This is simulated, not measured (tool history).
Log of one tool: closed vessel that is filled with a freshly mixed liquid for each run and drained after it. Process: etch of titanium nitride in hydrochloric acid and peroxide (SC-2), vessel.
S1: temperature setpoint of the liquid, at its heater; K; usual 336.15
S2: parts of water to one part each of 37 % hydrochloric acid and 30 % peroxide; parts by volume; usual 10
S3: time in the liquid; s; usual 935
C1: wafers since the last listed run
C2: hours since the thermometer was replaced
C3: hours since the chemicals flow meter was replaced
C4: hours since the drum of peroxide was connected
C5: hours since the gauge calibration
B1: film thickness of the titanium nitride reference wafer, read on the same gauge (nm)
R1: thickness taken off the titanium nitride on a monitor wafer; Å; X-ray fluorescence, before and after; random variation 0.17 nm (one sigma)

run,hour,S1,S2,S3,C1,C2,C3,C4,C5,B1,R1
1,0,336.15,13,935,0,411.1,1622.1,44,535.4,110.02,399.8
2,70.5,336.15,8,935,3466,481.6,1692.6,114.5,605.9,110,596.7
3,133.9,336.15,8,935,3116,545,1756,177.9,669.3,110,590.3
4,189.4,336.15,8,935,2728,600.5,1811.5,233.4,724.8,110,594.8
5,261.1,333.15,10,1140,3525,672.2,1883.2,305.1,796.5,109.96,502.4
6,295.7,333.15,10,1140,1701,706.8,1917.8,339.7,831.1,110,499.8
7,365.9,333.15,10,1140,3451,777,1988,409.9,901.3,110.02,496.1
8,410.6,333.65,10,935,2197,821.7,2032.7,454.6,946,110,423.3
9,445,333.65,10,935,1691,856.1,2067.1,489,980.4,109.99,421.3
# hour 452.8: thermometer replaced
# hour 455: new drum of peroxide connected
10,500.1,336.15,10,935,2610,47.3,2122.2,45.1,1035.5,109.99,481.7
11,531.6,328.65,6.5,935,1548,78.8,2153.7,76.6,1067,110,422.9
12,598.1,328.65,6.5,935,3269,145.3,2220.2,143.1,1133.5,110.03,422.8
# hour 623.2: new drum of peroxide connected, repeated, since the last time left the tool worse
# hour 627.9: chemicals flow meter replaced
13,660.9,336.15,10,935,2989,208.1,33,37.7,1196.3,110,498.4
14,694.8,336.15,10,935,1666,242,66.9,71.6,1230.2,109.99,500.1
15,728.8,344.65,8,1305,1671,276,100.9,105.6,1264.2,110.01,1392.9

Run 16 comes next. What will it give?
16,792.7,336.15,10,935,3141,339.9,164.8,169.5,1328.1,?,?

Run 16 gave B1 110, R1 499 Å.
Without the tool's hidden state the same run would have given R1 503.3 Å.

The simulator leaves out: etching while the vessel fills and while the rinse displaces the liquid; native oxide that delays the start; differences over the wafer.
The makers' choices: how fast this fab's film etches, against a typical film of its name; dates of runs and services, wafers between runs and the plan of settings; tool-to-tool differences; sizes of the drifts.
